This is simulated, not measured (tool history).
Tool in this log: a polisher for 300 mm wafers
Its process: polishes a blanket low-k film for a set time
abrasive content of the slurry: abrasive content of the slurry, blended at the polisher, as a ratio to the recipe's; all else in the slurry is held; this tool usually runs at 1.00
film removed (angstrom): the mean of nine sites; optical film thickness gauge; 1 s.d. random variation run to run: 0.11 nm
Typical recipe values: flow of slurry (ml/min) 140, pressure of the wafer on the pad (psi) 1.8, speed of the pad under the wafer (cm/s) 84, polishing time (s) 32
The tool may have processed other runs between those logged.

| run | hour | flow of slurry (ml/min) | pressure of the wafer on the pad (psi) | speed of the pad under the wafer (cm/s) | abrasive content of the slurry | polishing time (s) | incoming thickness of the incoming film, nm | film removed (angstrom) |
|---|---|---|---|---|---|---|---|---|
| 1 | 0.0 | 140 | 1.8 | 84 | 1.00 | 32 | 593.7 | 85 |
| 2 | 47.7 | 140 | 1.8 | 84 | 1.00 | 32 | 583.7 | 85 |
| 3 | 119.0 | 140 | 1.8 | 84 | 1.00 | 32 | 587.8 | 84 |
| 4 | 159.5 | 140 | 1.8 | 84 | 1.00 | 32 | 579.8 | 82 |
| 5 | 208.2 | 140 | 1.8 | 84 | 1.00 | 32 | 585.7 | 83 |
| 6 | 253.5 | 140 | 1.8 | 96 | 1.00 | 32 | 588.4 | 91 |
| 7 | 324.5 | 140 | 1.8 | 96 | 1.00 | 32 | 599.6 | 91 |
| 8 | 377.2 | 140 | 1.8 | 96 | 1.00 | 32 | 582.4 | 88 |
| 9 | 426.1 | 140 | 2.2 | 84 | 1.00 | 32 | 589.8 | 96 |
| 10 | 465.5 | 140 | 1.8 | 104 | 1.05 | 32 | 581.9 | 98 |
| 11 | 680.8 | 140 | 1.8 | 104 | 1.05 | 32 | 586.1 | 104 |
| 12 | 750.5 | 140 | 2.1 | 84 | 1.20 | 32 | 594.7 | 107 |
| 13 | 782.6 | 140 | 1.8 | 84 | 1.00 | 32 | 588.9 | 85 |
| 14 | 822.3 | 140 | 1.8 | 84 | 0.70 | 32 | 596.0 | 72 |
| 15 | 944.7 | 165 | 1.8 | 84 | 1.00 | 43 | 597.9 | 115 |
| 16 | 1006.8 | 140 | 2.1 | 84 | 0.75 | 37 | 593.9 | 95 |
| 17 | 1057.3 | 140 | 1.8 | 84 | 1.00 | 32 | 587.0 | 80 |
| 18 | 1105.0 | 185 | 1.8 | 84 | 1.00 | 32 | 584.0 | 85 |
| 19 | 1169.6 | 165 | 1.8 | 84 | 1.30 | 32 | 581.5 | 93 |
| 20 | 1234.9 | 140 | 1.3 | 84 | 1.00 | 24 | 591.8 | 47 |
| 21 | 1286.6 | 140 | 1.2 | 84 | 1.00 | 32 | 588.9 | 57 |
| 22 | 1311.2 | 140 | 1.8 | 84 | 1.00 | 42 | 592.3 | 113 |
| 23 | 1377.2 | 140 | 1.8 | 84 | 1.00 | 32 | 601.8 | 85 |
| 24 | 1409.3 | 140 | 1.8 | 84 | 1.00 | 32 | 594.5 | 84 |
| 25 | 1442.0 | 140 | 2.1 | 84 | 0.75 | 37 | 586.3 | 102 |
| 26 | 1598.1 | 155 | 1.8 | 84 | 1.00 | 32 | 595.1 | 84 |

Missing from the log above: 16 entries noted between runs. For each, name the pair of listed runs it sits between and say how the tool's hidden condition differs from the listed run just before to the listed run just after:
Between runs 2 and 3: head pressure recalibrated (hour 107.1)
  slurry flow missing at the pad, %: 21.8 -> 25.5
  measured less the result without the state, film removed (angstrom): -3 -> -5
Between runs 3 and 4: slurry blender recalibrated (hour 144.2)
  slurry flow missing at the pad, %: 25.5 -> 27.7
  measured less the result without the state, film removed (angstrom): -5 -> -5
Between runs 6 and 7: worn pad replaced by a new one (hour 318.7)
  slurry flow missing at the pad, %: 32.6 -> 36.4
  measured less the result without the state, film removed (angstrom): -7 -> -8
Between runs 8 and 9: conditioning disc replaced and pad reconditioned (hour 411.9)
  slurry flow missing at the pad, %: 39.2 -> 41.8
  measured less the result without the state, film removed (angstrom): -8 -> -10
Between runs 10 and 11: slurry blender recalibrated (hour 500.7); slurry nozzle cleaned (hour 507.0); worn pad replaced by a new one (hour 659.3)
  slurry flow missing at the pad, %: 43.8 -> 15.6
  measured less the result without the state, film removed (angstrom): -11 -> -3
Between runs 14 and 15: slurry blender recalibrated (hour 844.8); conditioning disc replaced and pad reconditioned (hour 883.0); head pressure recalibrated (hour 900.7)
  slurry flow missing at the pad, %: 23 -> 29.5
  measured less the result without the state, film removed (angstrom): -3 -> -6
Between runs 16 and 17: worn pad replaced by a new one (hour 1030.5)
  slurry flow missing at the pad, %: 32.8 -> 35.4
  measured less the result without the state, film removed (angstrom): -7 -> -7
Between runs 19 and 20: slurry nozzle cleaned (hour 1176.4); slurry blender recalibrated (hour 1182.0)
  slurry flow missing at the pad, %: 41.4 -> 9.79
  measured less the result without the state, film removed (angstrom): -8 -> -1
Between runs 23 and 24: worn pad replaced by a new one (hour 1398.9)
  slurry flow missing at the pad, %: 17.3 -> 19
  measured less the result without the state, film removed (angstrom): -2 -> -3
Between runs 25 and 26: conditioning disc replaced and pad reconditioned (hour 1460.3); slurry blender recalibrated (hour 1533.6)
  slurry flow missing at the pad, %: 20.7 -> 29
  measured less the result without the state, film removed (angstrom): -4 -> -5
